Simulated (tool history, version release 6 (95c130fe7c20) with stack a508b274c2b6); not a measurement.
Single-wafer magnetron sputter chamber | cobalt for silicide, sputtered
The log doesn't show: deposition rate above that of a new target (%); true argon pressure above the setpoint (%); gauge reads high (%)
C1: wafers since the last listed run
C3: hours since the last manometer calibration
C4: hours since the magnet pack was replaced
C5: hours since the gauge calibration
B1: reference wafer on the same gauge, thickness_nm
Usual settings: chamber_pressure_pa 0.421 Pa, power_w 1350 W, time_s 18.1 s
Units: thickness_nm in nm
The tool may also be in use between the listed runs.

Run 1, day 0: usual settings; C1 0; wafers on the sputter target 5724; C3 2468.3; C4 11835; C5 205.8; B1 10.798. Result: thickness_nm 12.074 nm.
Run 2, day 0.658: usual settings; C1 497; wafers on the sputter target 6222; C3 2484.1; C4 11850.8; C5 221.6; B1 10.799. Result: thickness_nm 12.05 nm.
Run 3, day 1.142: usual settings; C1 365; wafers on the sputter target 6587; C3 2495.7; C4 11862.4; C5 233.2; B1 10.798. Result: thickness_nm 12.039 nm.
Run 4, day 1.862: usual settings; C1 544; wafers on the sputter target 7132; C3 2513; C4 11879.7; C5 250.5; B1 10.801. Result: thickness_nm 12.039 nm.
Run 5, day 2.317: usual settings; C1 343; wafers on the sputter target 7475; C3 2523.9; C4 11890.6; C5 261.4; B1 10.8. Result: thickness_nm 12.056 nm.
Run 6, day 2.729: usual settings; C1 311; wafers on the sputter target 7787; C3 2533.8; C4 11900.5; C5 271.3; B1 10.799. Result: thickness_nm 12.009 nm.
At day 3.308: sputter target and shields replaced.
At day 3.371: magnet pack replaced.
Run 7, day 3.392: usual settings but power_w 1450 W; C1 203; wafers on the sputter target 16; C3 2549.7; C4 0.5; C5 287.2; B1 10.799. Result: thickness_nm 13.133 nm.
Run 8, day 3.671: usual settings but power_w 1550 W; C1 211; wafers on the sputter target 227; C3 2556.4; C4 7.2; C5 293.9; B1 10.799. Result: thickness_nm 13.98 nm.
Run 9, day 4.258: usual settings; C1 444; wafers on the sputter target 671; C3 2570.5; C4 21.3; C5 308; B1 10.8. Result: thickness_nm 12.191 nm.
Run 10, day 4.933: usual settings but chamber_pressure_pa 0.543 Pa, time_s 19.9 s; C1 510; wafers on the sputter target 1181; C3 2586.7; C4 37.5; C5 324.2; B1 10.804. Result: thickness_nm 12.935 nm.
Run 11, day 5.675: usual settings but chamber_pressure_pa 0.543 Pa, time_s 19.9 s; C1 560; wafers on the sputter target 1742; C3 2604.5; C4 55.3; C5 342; B1 10.802. Result: thickness_nm 12.937 nm.
Run 12, day 6.004: usual settings but chamber_pressure_pa 0.335 Pa; C1 248; wafers on the sputter target 1990; C3 2612.4; C4 63.2; C5 349.9; B1 10.8. Result: thickness_nm 12.427 nm.
Run 13, day 6.633: usual settings; C1 475; wafers on the sputter target 2466; C3 2627.5; C4 78.3; C5 365; B1 10.8. Result: thickness_nm 12.153 nm.
Run 14, day 6.917: usual settings; C1 214; wafers on the sputter target 2680; C3 2634.3; C4 85.1; C5 371.8; B1 10.797. Result: thickness_nm 12.14 nm.
Run 15, day 7.521: usual settings but chamber_pressure_pa 0.522 Pa, power_w 1200 W, time_s 16.7 s; C1 456; wafers on the sputter target 3137; C3 2648.8; C4 99.6; C5 386.3; B1 10.8. Result: thickness_nm 9.665 nm.
Run 16, day 8.104: usual settings but chamber_pressure_pa 0.319 Pa, time_s 21 s; C1 440; wafers on the sputter target 3578; C3 2662.8; C4 113.6; C5 400.3; B1 10.799. Result: thickness_nm 14.44 nm.
Run 17, day 8.367: usual settings but chamber_pressure_pa 0.288 Pa, power_w 1150 W, time_s 19.2 s; C1 198; wafers on the sputter target 3776; C3 2669.1; C4 119.9; C5 406.6; B1 10.798. Result: thickness_nm 11.375 nm.
Run 18, day 8.638: usual settings but time_s 16.4 s; C1 204; wafers on the sputter target 3981; C3 2675.6; C4 126.4; C5 413.1; B1 10.802. Result: thickness_nm 10.971 nm.
At day 9.112: capacitance manometer re-zeroed and calibrated.
At day 9.371: gauge calibrated.
Run 19, day 9.512: usual settings but chamber_pressure_pa 0.309 Pa, time_s 15.8 s; C1 409; wafers on the sputter target 4391; C3 9.6; C4 147.4; C5 3.4; B1 10.796. Result: thickness_nm 10.685 nm.
Run 20, day 10.204: usual settings but chamber_pressure_pa 0.537 Pa, power_w 1100 W, time_s 15.1 s; C1 522; wafers on the sputter target 4913; C3 26.2; C4 164; C5 20; B1 10.795. Result: thickness_nm 7.743 nm.
Run 21, day 10.95: usual settings but chamber_pressure_pa 0.568 Pa; C1 563; wafers on the sputter target 5477; C3 44.1; C4 181.9; C5 37.9; B1 10.801. Result: thickness_nm 11.245 nm.
Run 22, day 11.271: usual settings but chamber_pressure_pa 0.531 Pa, power_w 1200 W, time_s 20.8 s; C1 242; wafers on the sputter target 5720; C3 51.8; C4 189.6; C5 45.6; B1 10.804. Result: thickness_nm 11.649 nm.
Run 23, day 11.892: usual settings but chamber_pressure_pa 0.274 Pa, power_w 1550 W, time_s 15.2 s; C1 469; wafers on the sputter target 6189; C3 66.7; C4 204.5; C5 60.5; B1 10.8. Result: thickness_nm 11.961 nm.
Run 24, day 12.233: usual settings; C1 258; wafers on the sputter target 6447; C3 74.9; C4 212.7; C5 68.7; B1 10.799. Result: thickness_nm 11.806 nm.
Run 25, day 12.917: usual settings; C1 516; wafers on the sputter target 6964; C3 91.3; C4 229.1; C5 85.1; B1 10.8. Result: thickness_nm 11.774 nm.
Run 26, day 13.346: usual settings; C1 324; wafers on the sputter target 7288; C3 101.6; C4 239.4; C5 95.4; B1 10.802. Result: thickness_nm 11.804 nm.
Run 27, day 13.992: usual settings but chamber_pressure_pa 0.288 Pa, power_w 1150 W, time_s 19.2 s; C1 488; wafers on the sputter target 7776; C3 117.1; C4 254.9; C5 110.9; B1 10.8. Result: thickness_nm 11.165 nm.
Run 28, day 14.467: usual settings but time_s 15.6 s; C1 359; wafers on the sputter target 8136; C3 128.5; C4 266.3; C5 122.3; B1 10.799. Result: thickness_nm 10.152 nm.
Run 29, day 15: usual settings but chamber_pressure_pa 0.547 Pa, time_s 19.4 s; C1 403; wafers on the sputter target 8539; C3 141.3; C4 279.1; C5 135.1; B1 10.799. Result: thickness_nm 12.141 nm.
At day 15.479: sputter target and shields replaced.
Run 30, day 15.721: usual settings; C1 292; wafers on the sputter target 181; C3 158.6; C4 296.4; C5 152.4; B1 10.8. Result: thickness_nm 12.005 nm.

Forecast run 31:
Run 31, day 16.279: usual settings; C1 422; wafers on the sputter target 603; C3 172; C4 309.8; C5 165.8; B1 ?. Result: thickness_nm ?.

B1: 10.797
thickness_nm: 11.995 nm
Without the tool's hidden state the same run would have given thickness_nm 11.949 nm.
